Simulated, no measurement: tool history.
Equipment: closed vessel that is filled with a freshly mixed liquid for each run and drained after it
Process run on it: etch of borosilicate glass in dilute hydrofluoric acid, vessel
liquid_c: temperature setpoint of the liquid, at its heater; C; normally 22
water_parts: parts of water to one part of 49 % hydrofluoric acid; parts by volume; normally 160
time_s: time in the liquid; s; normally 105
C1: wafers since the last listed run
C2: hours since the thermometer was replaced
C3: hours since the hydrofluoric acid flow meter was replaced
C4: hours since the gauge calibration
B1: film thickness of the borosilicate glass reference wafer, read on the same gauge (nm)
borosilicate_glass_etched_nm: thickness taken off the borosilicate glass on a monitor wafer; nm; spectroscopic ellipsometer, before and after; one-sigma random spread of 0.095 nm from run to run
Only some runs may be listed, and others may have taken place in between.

{"run": 1, "day": 0.0, "liquid_c": 22, "water_parts": 160, "time_s": 105, "C1": 0, "C2": 440.2, "C3": 1527, "C4": 95.4, "B1": 59.99, "borosilicate_glass_etched_nm": 19.08}
{"run": 2, "day": 0.554, "liquid_c": 22, "water_parts": 160, "time_s": 105, "C1": 1709, "C2": 453.5, "C3": 1540.3, "C4": 108.7, "B1": 60.04, "borosilicate_glass_etched_nm": 19.02}
{"run": 3, "day": 1.029, "liquid_c": 22, "water_parts": 160, "time_s": 75, "C1": 1465, "C2": 464.9, "C3": 1551.7, "C4": 120.1, "B1": 60.02, "borosilicate_glass_etched_nm": 13.53}
{"run": 4, "day": 1.375, "liquid_c": 22, "water_parts": 160, "time_s": 105, "C1": 1067, "C2": 473.2, "C3": 1560, "C4": 128.4, "B1": 59.95, "borosilicate_glass_etched_nm": 18.89}
{"run": 5, "day": 1.988, "liquid_c": 22, "water_parts": 200, "time_s": 105, "C1": 1889, "C2": 487.9, "C3": 1574.7, "C4": 143.1, "B1": 59.99, "borosilicate_glass_etched_nm": 14.55}
{"day": 2.321, "done": "gauge calibrated"}
{"run": 6, "day": 2.638, "liquid_c": 22, "water_parts": 160, "time_s": 70, "C1": 2005, "C2": 503.5, "C3": 1590.3, "C4": 7.6, "B1": 60.03, "borosilicate_glass_etched_nm": 12.56}
{"run": 7, "day": 3.225, "liquid_c": 22, "water_parts": 160, "time_s": 70, "C1": 1812, "C2": 517.6, "C3": 1604.4, "C4": 21.7, "B1": 59.97, "borosilicate_glass_etched_nm": 12.56}
{"run": 8, "day": 3.533, "liquid_c": 22, "water_parts": 160, "time_s": 70, "C1": 951, "C2": 525, "C3": 1611.8, "C4": 29.1, "B1": 60.06, "borosilicate_glass_etched_nm": 12.51}
{"run": 9, "day": 4.242, "liquid_c": 22, "water_parts": 130, "time_s": 105, "C1": 2185, "C2": 542, "C3": 1628.8, "C4": 46.1, "B1": 59.99, "borosilicate_glass_etched_nm": 23.79}
{"run": 10, "day": 4.971, "liquid_c": 22, "water_parts": 130, "time_s": 105, "C1": 2249, "C2": 559.5, "C3": 1646.3, "C4": 63.6, "B1": 60.01, "borosilicate_glass_etched_nm": 23.74}
{"run": 11, "day": 5.333, "liquid_c": 22, "water_parts": 190, "time_s": 105, "C1": 1118, "C2": 568.2, "C3": 1655, "C4": 72.3, "B1": 59.98, "borosilicate_glass_etched_nm": 15.33}
{"run": 12, "day": 5.954, "liquid_c": 22, "water_parts": 190, "time_s": 105, "C1": 1915, "C2": 583.1, "C3": 1669.9, "C4": 87.2, "B1": 60.02, "borosilicate_glass_etched_nm": 15.2}
{"run": 13, "day": 6.458, "liquid_c": 22, "water_parts": 160, "time_s": 105, "C1": 1555, "C2": 595.2, "C3": 1682, "C4": 99.3, "B1": 59.97, "borosilicate_glass_etched_nm": 18.52}
{"run": 14, "day": 6.85, "liquid_c": 19, "water_parts": 125, "time_s": 140, "C1": 1208, "C2": 604.6, "C3": 1691.4, "C4": 108.7, "B1": 59.97, "borosilicate_glass_etched_nm": 29.02}
{"run": 15, "day": 7.4, "liquid_c": 18, "water_parts": 120, "time_s": 70, "C1": 1696, "C2": 617.8, "C3": 1704.6, "C4": 121.9, "B1": 59.97, "borosilicate_glass_etched_nm": 14.53}
{"day": 7.55, "done": "thermometer replaced"}
{"run": 16, "day": 7.754, "liquid_c": 26, "water_parts": 160, "time_s": 105, "C1": 964, "C2": 4.9, "C3": 1713.1, "C4": 130.4, "B1": 59.98, "borosilicate_glass_etched_nm": 23.95}
{"run": 17, "day": 8.008, "liquid_c": 22, "water_parts": 160, "time_s": 105, "C1": 784, "C2": 11, "C3": 1719.2, "C4": 136.5, "B1": 60, "borosilicate_glass_etched_nm": 20.6}
{"day": 8.162, "done": "hydrofluoric acid flow meter replaced"}
{"run": 18, "day": 8.496, "liquid_c": 19, "water_parts": 125, "time_s": 140, "C1": 1375, "C2": 22.7, "C3": 8, "C4": 148.2, "B1": 59.98, "borosilicate_glass_etched_nm": 32.17}
{"run": 19, "day": 9.833, "liquid_c": 22, "water_parts": 160, "time_s": 105, "C1": 4126, "C2": 54.8, "C3": 40.1, "C4": 180.3, "B1": 60.01, "borosilicate_glass_etched_nm": 20.39}
{"day": 10.367, "done": "gauge calibrated"}
{"run": 20, "day": 10.492, "liquid_c": 22, "water_parts": 110, "time_s": 150, "C1": 2031, "C2": 70.6, "C3": 55.9, "C4": 3, "B1": 59.96, "borosilicate_glass_etched_nm": 44.75}
{"run": 21, "day": 11.104, "liquid_c": 24, "water_parts": 160, "time_s": 85, "C1": 1889, "C2": 85.3, "C3": 70.6, "C4": 17.7, "B1": 59.98, "borosilicate_glass_etched_nm": 17.81}
{"run": 22, "day": 11.567, "liquid_c": 23.5, "water_parts": 200, "time_s": 130, "C1": 1426, "C2": 96.4, "C3": 81.7, "C4": 28.8, "B1": 59.99, "borosilicate_glass_etched_nm": 20.21}
{"run": 23, "day": 12.271, "liquid_c": 25, "water_parts": 200, "time_s": 85, "C1": 2172, "C2": 113.3, "C3": 98.6, "C4": 45.7, "B1": 60, "borosilicate_glass_etched_nm": 14.08}
{"run": 24, "day": 13.671, "liquid_c": 25, "water_parts": 105, "time_s": 125, "C1": 4319, "C2": 146.9, "C3": 132.2, "C4": 79.3, "B1": 59.99, "borosilicate_glass_etched_nm": 43.89}

5 ways to go on from here, each from the tool as it stands after run 24. What would each give?
{"run": "A", "day": 13.7, "liquid_c": 22, "water_parts": 160, "time_s": 105, "C1": 89, "C2": 147.6, "C3": 132.9, "C4": 80, "B1": "?", "borosilicate_glass_etched_nm": "?"}
{"run": "B", "day": 13.7, "liquid_c": 25.5, "water_parts": 160, "time_s": 105, "C1": 89, "C2": 147.6, "C3": 132.9, "C4": 80, "B1": "?", "borosilicate_glass_etched_nm": "?"}
{"run": "C", "day": 13.7, "liquid_c": 24, "water_parts": 85, "time_s": 165, "C1": 89, "C2": 147.6, "C3": 132.9, "C4": 80, "B1": "?", "borosilicate_glass_etched_nm": "?"}
{"run": "D", "day": 13.7, "liquid_c": 22, "water_parts": 125, "time_s": 105, "C1": 89, "C2": 147.6, "C3": 132.9, "C4": 80, "B1": "?", "borosilicate_glass_etched_nm": "?"}
{"run": "E", "day": 13.7, "liquid_c": 22, "water_parts": 140, "time_s": 160, "C1": 89, "C2": 147.6, "C3": 132.9, "C4": 80, "B1": "?", "borosilicate_glass_etched_nm": "?"}

run=A B1=60.02 borosilicate_glass_etched_nm=20.04
run=B B1=60.02 borosilicate_glass_etched_nm=22.91
run=C B1=60.02 borosilicate_glass_etched_nm=69.91
run=D B1=60.02 borosilicate_glass_etched_nm=26.64
run=E B1=60.02 borosilicate_glass_etched_nm=35.65
Stripped of hidden state, with their random variation kept, the same runs would have yielded:
run=A borosilicate_glass_etched_nm=20.55
run=B borosilicate_glass_etched_nm=23.48
run=C borosilicate_glass_etched_nm=71.76
run=D borosilicate_glass_etched_nm=27.34
run=E borosilicate_glass_etched_nm=36.58
